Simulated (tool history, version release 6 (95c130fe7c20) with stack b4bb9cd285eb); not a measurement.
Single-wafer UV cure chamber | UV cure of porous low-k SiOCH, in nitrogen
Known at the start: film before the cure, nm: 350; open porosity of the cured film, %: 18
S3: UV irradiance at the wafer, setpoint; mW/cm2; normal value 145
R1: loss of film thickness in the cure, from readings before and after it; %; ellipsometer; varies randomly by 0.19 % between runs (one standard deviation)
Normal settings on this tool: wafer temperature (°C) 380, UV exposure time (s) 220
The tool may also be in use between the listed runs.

Run 1, hour 0: usual settings but UV exposure time (s) 270. Result: R1 14.435 %.
Run 2, hour 77.9: usual settings but UV exposure time (s) 255, S3 117 mW/cm2. Result: R1 12.903 %.
Run 3, hour 176.6: usual settings but UV exposure time (s) 255, S3 117 mW/cm2. Result: R1 13.039 %.
Run 4, hour 237.9: usual settings but S3 156 mW/cm2. Result: R1 13.697 %.
Run 5, hour 286: usual settings but S3 156 mW/cm2. Result: R1 13.633 %.
Run 6, hour 436.5: usual settings. Result: R1 12.483 %.
Run 7, hour 511: usual settings. Result: R1 12.259 %.
Run 8, hour 603.2: usual settings. Result: R1 13.593 %.
Run 9, hour 658.2: usual settings. Result: R1 13.921 %.
Run 10, hour 706.9: usual settings. Result: R1 13.723 %.
Run 11, hour 776.4: usual settings. Result: R1 13.245 %.
Run 12, hour 820.8: usual settings but wafer temperature (°C) 372, UV exposure time (s) 320. Result: R1 15.255 %.
Run 13, hour 903.9: usual settings but wafer temperature (°C) 371, S3 126 mW/cm2. Result: R1 12.493 %.
Run 14, hour 1000.6: usual settings but wafer temperature (°C) 362, UV exposure time (s) 120. Result: R1 9.995 %.
Run 15, hour 1048.5: usual settings but UV exposure time (s) 325. Result: R1 15.478 %.
Run 16, hour 1102.8: usual settings but wafer temperature (°C) 366, S3 168 mW/cm2. Result: R1 14.028 %.
Run 17, hour 1141.6: usual settings but wafer temperature (°C) 389, UV exposure time (s) 270, S3 122 mW/cm2. Result: R1 13.64 %.
Run 18, hour 1204.6: usual settings. Result: R1 14.207 %.
Run 19, hour 1265.2: usual settings but wafer temperature (°C) 392, UV exposure time (s) 90. Result: R1 9.703 %.
Run 20, hour 1345.1: usual settings. Result: R1 13.767 %.
Run 21, hour 1382.2: usual settings. Result: R1 13.53 %.
Run 22, hour 1457: usual settings but wafer temperature (°C) 392, UV exposure time (s) 90. Result: R1 9.473 %.

Not shown: 4 entries that the log had between the listed runs. Between which runs, and how does the tool's hidden state differ before and after?
Runs 5 to 6: quartz window cleaned (hour 304)
  transmission lost against a clean window, %: 11.3 -> 23.6
  measured less the result without the state, R1: -0.618 -> -1.361 %
Runs 7 to 8: quartz window cleaned, repeated, since the last time left the tool worse (hour 566.7)
  transmission lost against a clean window, %: 25 -> 2.11
  measured less the result without the state, R1: -1.44 -> -0.108 %
Runs 11 to 12: UV bulbs replaced (hour 801.4)
  transmission lost against a clean window, %: 5.44 -> 6.29
  measured less the result without the state, R1: -0.28 -> -0.342 %
Runs 17 to 18: quartz window cleaned (hour 1191.7)
  transmission lost against a clean window, %: 12.5 -> 0.853
  measured less the result without the state, R1: -0.69 -> -0.045 %

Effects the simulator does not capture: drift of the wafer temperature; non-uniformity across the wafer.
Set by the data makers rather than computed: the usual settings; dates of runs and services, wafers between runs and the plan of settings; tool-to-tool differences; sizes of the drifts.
